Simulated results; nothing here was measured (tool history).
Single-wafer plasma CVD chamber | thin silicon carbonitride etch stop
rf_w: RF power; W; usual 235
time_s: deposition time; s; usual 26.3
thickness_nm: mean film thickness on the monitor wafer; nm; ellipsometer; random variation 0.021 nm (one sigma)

run	hour	rf_w	time_s	wafers since the last listed run	hours since the last thermocouple change	hours since the last RF generator calibration	hours since the showerhead was replaced	hours since the gauge calibration	read-back reference wafer on the same gauge, thickness_nm	thickness_nm
1	0	235	26.3	0	2286.8	1916.4	2251.1	29.9	16.001	13.751
2	13.6	235	26.3	308	2300.4	1930	2264.7	43.5	15.997	13.76
3	36.6	235	26.3	521	2323.4	1953	2287.7	66.5	15.998	13.7
4	68.3	235	26.3	718	2355.1	1984.7	2319.4	98.2	15.995	13.738
5	90.8	235	26.3	510	2377.6	2007.2	2341.9	120.7	16.001	13.768
6	112.2	235	26.3	485	2399	2028.6	2363.3	142.1	16.001	13.747
7	133.2	235	26.3	476	2420	2049.6	2384.3	163.1	16.002	13.69
8	162.3	235	26.3	659	2449.1	2078.7	2413.4	192.2	15.997	13.718
9	195.1	235	22.3	743	2481.9	2111.5	2446.2	225	16.003	11.625
10	216.9	205	21.1	494	2503.7	2133.3	2468	246.8	16.001	10.418
# hour 245.6: RF generator calibrated
11	268.4	275	26.3	986	2555.2	22.8	2519.5	298.3	15.997	14.993
12	286.2	235	30.1	403	2573	40.6	2537.3	316.1	16.004	16.253
13	306.1	210	28.5	451	2592.9	60.5	2557.2	336	16	14.694
# hour 321.8: showerhead replaced
# hour 331.3: thermocouple changed; heater temperature recalibrated
14	333	265	24.1	247	1.7	87.4	11.2	362.9	15.998	13.563
15	356.9	245	24.5	541	25.6	111.3	35.1	386.8	16	13.381
# hour 362.2: gauge calibrated
16	369.6	235	26.3	287	38.3	124	47.8	7.4	15.998	14.141
17	384.5	235	24.1	337	53.2	138.9	62.7	22.3	16.003	12.926
18	461.6	235	22.3	1747	130.3	216	139.8	99.4	16.005	11.998
19	477.9	235	28.5	369	146.6	232.3	156.1	115.7	15.994	15.342

3 ways to go on from here, each from the tool as it stands after run 19. What would each give?
A	478.3	235	30.8	9	147	232.7	156.5	116.1	?	?
B	478.3	280	24.5	9	147	232.7	156.5	116.1	?	?
C	478.3	235	29.6	9	147	232.7	156.5	116.1	?	?

run	read-back reference wafer on the same gauge, thickness_nm	thickness_nm
A	15.999	16.612
B	15.999	14.072
C	15.999	15.965
Without the tool's hidden state the same runs would have given:
run	thickness_nm
A	16.732
B	14.173
C	16.08
